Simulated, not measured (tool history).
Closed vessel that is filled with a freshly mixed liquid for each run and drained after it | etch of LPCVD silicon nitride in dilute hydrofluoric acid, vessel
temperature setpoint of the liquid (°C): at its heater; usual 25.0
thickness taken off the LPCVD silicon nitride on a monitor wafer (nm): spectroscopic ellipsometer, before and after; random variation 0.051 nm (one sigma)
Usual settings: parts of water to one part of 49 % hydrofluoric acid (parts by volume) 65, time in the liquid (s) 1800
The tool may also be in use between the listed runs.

run	hour	temperature setpoint of the liquid (°C)	parts of water to one part of 49 % hydrofluoric acid (parts by volume)	time in the liquid (s)	wafers since the last listed run	hours since the thermometer was replaced	hours since the hydrofluoric acid flow meter was replaced	hours since the gauge calibration	read-back film thickness of the LPCVD silicon nitride reference wafer, read on the same gauge (nm)	thickness taken off the LPCVD silicon nitride on a monitor wafer (nm)
1	0.0	25.0	65	1800	0	1370.4	776.6	892.6	70.02	13.99
2	64.8	25.0	50	1800	1610	1435.2	841.4	957.4	69.98	18.11
3	122.7	25.0	50	1800	1438	1493.1	899.3	1015.3	69.99	18.15
4	170.4	25.0	65	1800	1185	1540.8	947.0	1063.0	70.00	14.00
5	277.2	25.0	65	1800	2653	1647.6	1053.8	1169.8	70.00	14.09
6	332.2	25.0	65	1800	1366	1702.6	1108.8	1224.8	70.02	14.03
7	437.2	25.0	65	1800	2609	1807.6	1213.8	1329.8	70.01	14.00
8	475.3	25.0	65	1800	946	1845.7	1251.9	1367.9	69.98	14.01
9	570.6	21.5	65	1800	2368	1941.0	1347.2	1463.2	70.01	10.98
10	664.7	21.5	65	1800	2338	2035.1	1441.3	1557.3	69.99	11.08
# hour 718.4: hydrofluoric acid flow meter replaced
11	733.4	26.0	75	1800	1682	2103.8	15.0	1626.0	69.99	13.06
12	796.1	25.0	65	1800	1558	2166.5	77.7	1688.7	69.97	14.02
13	832.2	25.0	65	1800	897	2202.6	113.8	1724.8	70.01	14.09
14	912.6	25.0	65	1800	1997	2283.0	194.2	1805.2	70.01	13.93
15	1011.1	25.0	65	1800	2447	2381.5	292.7	1903.7	69.99	14.04
16	1061.6	25.0	65	1800	1254	2432.0	343.2	1954.2	70.02	14.04
17	1112.0	27.0	65	1800	1252	2482.4	393.6	2004.6	70.01	15.96
# hour 1195.5: thermometer replaced
18	1200.3	29.5	40	1400	2169	4.8	481.9	2092.9	70.01	23.66
19	1302.3	28.5	65	1800	2534	106.8	583.9	2194.9	70.00	17.52
20	1371.1	26.5	50	2840	1709	175.6	652.7	2263.7	69.97	31.57
21	1431.7	25.0	65	1800	1505	236.2	713.3	2324.3	70.01	14.00
22	1479.1	25.0	45	725	1177	283.6	760.7	2371.7	69.98	8.10
# hour 1536.8: gauge calibrated
23	1539.9	25.0	65	1800	1510	344.4	821.5	3.1	70.01	14.09
24	1698.2	28.0	40	1375	3933	502.7	979.8	161.4	70.00	21.24
25	1756.3	28.0	65	2070	1443	560.8	1037.9	219.5	69.98	19.73
26	1814.8	25.0	65	1800	1453	619.3	1096.4	278.0	70.03	14.09
27	1911.0	21.0	45	1800	2390	715.5	1192.6	374.2	69.99	15.31
28	1994.9	22.5	65	750	2084	799.4	1276.5	458.1	69.99	4.96
29	2060.2	25.0	65	1800	1622	864.7	1341.8	523.4	70.02	14.00
# hour 2112.9: hydrofluoric acid flow meter replaced
30	2142.8	25.0	50	1800	2027	947.3	29.9	606.0	69.97	18.11
31	2198.1	28.0	40	1800	1374	1002.6	85.2	661.3	70.01	27.65
32	2241.7	25.0	45	1800	1083	1046.2	128.8	704.9	69.98	20.13
33	2348.6	25.0	65	1800	2656	1153.1	235.7	811.8	70.01	13.89

What the log doesn't show, run by run:
liquid colder than its thermometer reads (K): 0 in every run
hydrofluoric acid flow above the setpoint (%): 0 in every run
gauge reads high (%): 0 in every run
